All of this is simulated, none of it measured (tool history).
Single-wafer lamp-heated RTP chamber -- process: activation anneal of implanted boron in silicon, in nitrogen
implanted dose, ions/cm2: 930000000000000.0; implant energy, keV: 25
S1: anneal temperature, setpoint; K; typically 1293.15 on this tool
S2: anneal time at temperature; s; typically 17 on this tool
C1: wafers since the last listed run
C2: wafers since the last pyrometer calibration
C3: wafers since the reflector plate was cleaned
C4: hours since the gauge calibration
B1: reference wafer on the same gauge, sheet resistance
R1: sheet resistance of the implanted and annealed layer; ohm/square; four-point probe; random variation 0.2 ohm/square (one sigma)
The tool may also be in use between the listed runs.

run     day       S1  S2    C1    C2    C3      C4      B1      R1
  1       0  1299.15  17     0  3134  1405    1062  117.04  121.83
  2   1.304  1299.15  17   344  3479  1749  1093.3  117.02  121.68
  3   3.708  1299.15  17   635  4114  2384    1151  117.01  121.74
      4.304  -- pyrometer window cleaned and pyrometer calibrated
  4   6.425  1270.15  17   629   559  3014  1216.2   116.9  127.27
  5   8.996  1270.15  17   679  1238  3693  1277.9  116.99  126.33
  6  10.129  1270.15  17   299  1538  3992  1305.1     117  126.78
  7  11.254  1271.15  13   297  1835  4290  1332.1  116.94  126.97
     12.896  -- reflector plate cleaned
  8  17.325  1271.15  13  1515  3351  1170  1477.8  117.01  125.24
  9  19.725  1293.15  10   633  3985  1804  1535.4  117.04  122.28
 10  21.571  1293.15  10   487  4472  2291  1579.7  117.09  122.06
     22.833  -- pyrometer window cleaned and pyrometer calibrated
 11  23.746  1293.15  10   486   240  2778  1631.9  117.04  123.32
 12  26.658  1293.15  17   769  1010  3547  1701.8  117.06   122.6
     29.108  -- reflector plate cleaned
 13  29.375  1293.15  17   629  1639    70    1767  117.02  121.96
 14    31.2  1293.15  17   482  2121   552  1810.8  116.98  122.24
 15  32.221  1293.15  17   269  2391   822  1835.3  117.01  122.38
 16  34.896  1293.15  17   706  3098  1528  1899.5     117  122.07
 17  37.829  1293.15  17   774  3872  2303  1969.9  116.97  122.18
 18  40.112  1319.15  21   603  4476  2906  2024.7  117.02  120.58
     41.867  -- pyrometer window cleaned and pyrometer calibrated
 19   42.25  1276.15  13   476   101  3383    2076     117  126.04
 20  44.758  1293.15  17   662   763  4045  2136.2  116.92  122.61
 21  46.071  1267.15  27   346  1110  4392  2167.7     117  126.69
     46.162  -- gauge calibrated
     47.283  -- reflector plate cleaned
 22  48.625  1305.15  20   586  1697   354    59.1  116.98  121.72
 23  50.896  1312.15   7   599  2297   954   113.6  116.94  121.78
 24  53.696  1293.15  17   739  3036  1693   180.8  117.13  122.14
 25  54.925  1302.15  27   324  3361  2018   210.3   117.1  121.34
 26  57.458  1293.15  17   669  4030  2687   271.1  117.14  121.73
 27  59.133  1316.15   9   442  4473  3130   311.3  117.13  121.47
     61.362  -- pyrometer window cleaned and pyrometer calibrated
 28  61.971  1293.15  22   661   160  3791   379.4  116.95  122.24
     63.279  -- reflector plate cleaned
 29  63.338  1311.15  25   272   433    15   412.2  116.93  121.37
 30  65.346  1293.15  17   530   964   546   460.4  117.01  122.38
 31  67.833  1293.15  17   657  1621  1203   520.1  117.02  122.51
 32  70.088  1277.15   7   595  2216  1798   574.2  116.98  126.47
 33  72.208  1280.15  12   560  2777  2358   625.1  116.98  124.36
 34  73.446  1268.15  26   326  3104  2685   654.8  117.05   124.9
 35  75.621  1270.15  12   574  3678  3260     707  116.98  125.46
 36  76.846  1319.15  21   323  4002  3583   736.4  116.99  120.62
     78.762  -- reflector plate cleaned
     79.321  -- pyrometer window cleaned and pyrometer calibrated
 37  79.454  1320.15  20   512    34    94     799  117.01  120.81

3 ways to go on from here, each from the tool as it stands after run 37. What would each give?
  A  79.471  1293.15  17   4  39  99  799.4   ?   ?
  B  79.471  1317.15  27   4  39  99  799.4   ?   ?
  C  79.471  1277.15  14   4  39  99  799.4   ?   ?

run      B1      R1
  A  116.94  122.41
  B  116.94  120.49
  C  116.94  125.26
Stripped of hidden state, with their random variation kept, the same runs would have yielded:
run      R1
  A  122.58
  B  120.56
  C  125.67

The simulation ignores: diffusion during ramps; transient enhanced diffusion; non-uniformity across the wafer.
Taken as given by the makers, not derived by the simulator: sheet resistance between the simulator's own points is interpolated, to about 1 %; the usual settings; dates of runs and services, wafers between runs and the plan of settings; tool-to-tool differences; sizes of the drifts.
